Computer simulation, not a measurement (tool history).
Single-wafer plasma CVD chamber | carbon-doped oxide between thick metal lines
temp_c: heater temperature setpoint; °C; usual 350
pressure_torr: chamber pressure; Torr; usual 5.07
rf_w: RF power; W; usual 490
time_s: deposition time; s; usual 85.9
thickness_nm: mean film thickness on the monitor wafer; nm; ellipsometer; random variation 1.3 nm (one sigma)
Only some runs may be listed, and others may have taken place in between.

run,day,temp_c,pressure_torr,rf_w,time_s,wafers since the last listed run,hours since the last thermocouple change,hours since the last RF generator calibration,hours since the last manometer calibration,hours since the showerhead was replaced,hours since the gauge calibration,"read-back reference wafer on the same gauge, thickness_nm",thickness_nm
1,0.000,350,5.07,490,85.9,0,2864.7,1226.5,1798.9,5302.1,39.6,384.208,463.843
2,1.442,350,5.07,490,85.9,574,2899.3,1261.1,1833.5,5336.7,74.2,383.982,466.434
3,2.683,350,5.07,490,85.9,495,2929.1,1290.9,1863.3,5366.5,104.0,383.942,464.597
4,3.521,350,5.07,490,85.9,333,2949.2,1311.0,1883.4,5386.6,124.1,383.760,464.610
# day 4.146: RF generator calibrated
5,4.817,350,5.07,490,85.9,383,2980.3,16.1,1914.5,5417.7,155.2,383.893,459.553
6,5.808,350,5.07,490,92.2,395,3004.1,39.9,1938.3,5441.5,179.0,383.611,494.399
7,6.829,350,5.46,490,72.6,407,3028.6,64.4,1962.8,5466.0,203.5,384.193,392.946
8,8.242,350,5.07,440,97.1,563,3062.5,98.3,1996.7,5499.9,237.4,383.595,493.034
9,9.204,350,5.07,490,101.9,383,3085.6,121.4,2019.8,5523.0,260.5,384.071,545.791
# day 9.796: showerhead replaced
# day 10.638: capacitance manometer re-zeroed and calibrated
# day 10.696: RF generator calibrated, repeated, since the last time left the tool worse
10,10.717,342,5.07,570,98.4,314,3121.9,0.5,1.9,22.1,296.8,383.711,593.642
11,11.496,350,5.07,490,85.9,310,3140.6,19.2,20.6,40.8,315.5,383.852,471.411
# day 11.850: thermocouple changed; heater temperature recalibrated
12,12.642,350,5.07,490,85.9,323,19.0,46.7,48.1,68.3,343.0,383.777,473.929
13,13.542,350,6.31,490,85.9,358,40.6,68.3,69.7,89.9,364.6,384.071,486.588
14,14.904,350,4.37,490,85.9,543,73.3,101.0,102.4,122.6,397.3,383.940,462.538
15,15.550,350,5.07,490,85.9,257,88.8,116.5,117.9,138.1,412.8,383.832,473.582
16,16.179,336,6.05,585,85.9,250,103.9,131.6,133.0,153.2,427.9,383.904,547.100
17,17.650,350,5.72,490,94.6,586,139.2,166.9,168.3,188.5,463.2,384.038,528.558
18,21.867,338,5.49,435,93.4,1681,240.4,268.1,269.5,289.7,564.4,383.772,508.321
19,22.942,361,5.07,490,85.9,428,266.2,293.9,295.3,315.5,590.2,383.419,463.127
# day 23.179: gauge calibrated
20,24.121,364,5.48,490,85.9,470,294.5,322.2,323.6,343.8,22.6,383.911,464.747
21,25.242,350,5.07,410,85.9,446,321.4,349.1,350.5,370.7,49.5,383.764,432.013
22,26.267,350,5.56,525,85.9,408,346.0,373.7,375.1,395.3,74.1,384.221,496.706
23,27.058,338,5.07,415,85.9,315,365.0,392.7,394.1,414.3,93.1,383.803,449.134
24,28.367,350,5.07,455,85.9,521,396.4,424.1,425.5,445.7,124.5,383.770,457.624
25,29.733,350,5.07,490,85.9,544,429.2,456.9,458.3,478.5,157.3,384.053,471.585
26,30.308,346,5.07,490,85.9,229,443.0,470.7,472.1,492.3,171.1,384.035,478.031
27,31.467,340,5.73,525,85.9,461,470.8,498.5,499.9,520.1,198.9,384.048,509.893
28,33.783,355,4.03,490,85.9,923,526.4,554.1,555.5,575.7,254.5,383.850,449.344

What would each run have given without the hidden state, its run-to-run variation left as it was?
What the log doesn't record here: wafer temperature above the value expected at the setpoint (K); delivered RF power above the setpoint (%); true pressure above the setpoint (%); gauge reads high (%).
run,thickness_nm
1,471.096
2,474.046
3,472.459
4,472.665
5,472.900
6,508.764
7,404.372
8,509.735
9,561.708
10,593.876
11,471.608
12,474.134
13,486.808
14,462.766
15,473.828
16,547.384
17,528.890
18,508.889
19,463.625
20,465.308
21,432.686
22,497.425
23,449.963
24,458.442
25,472.531
26,479.037
27,511.046
28,450.583
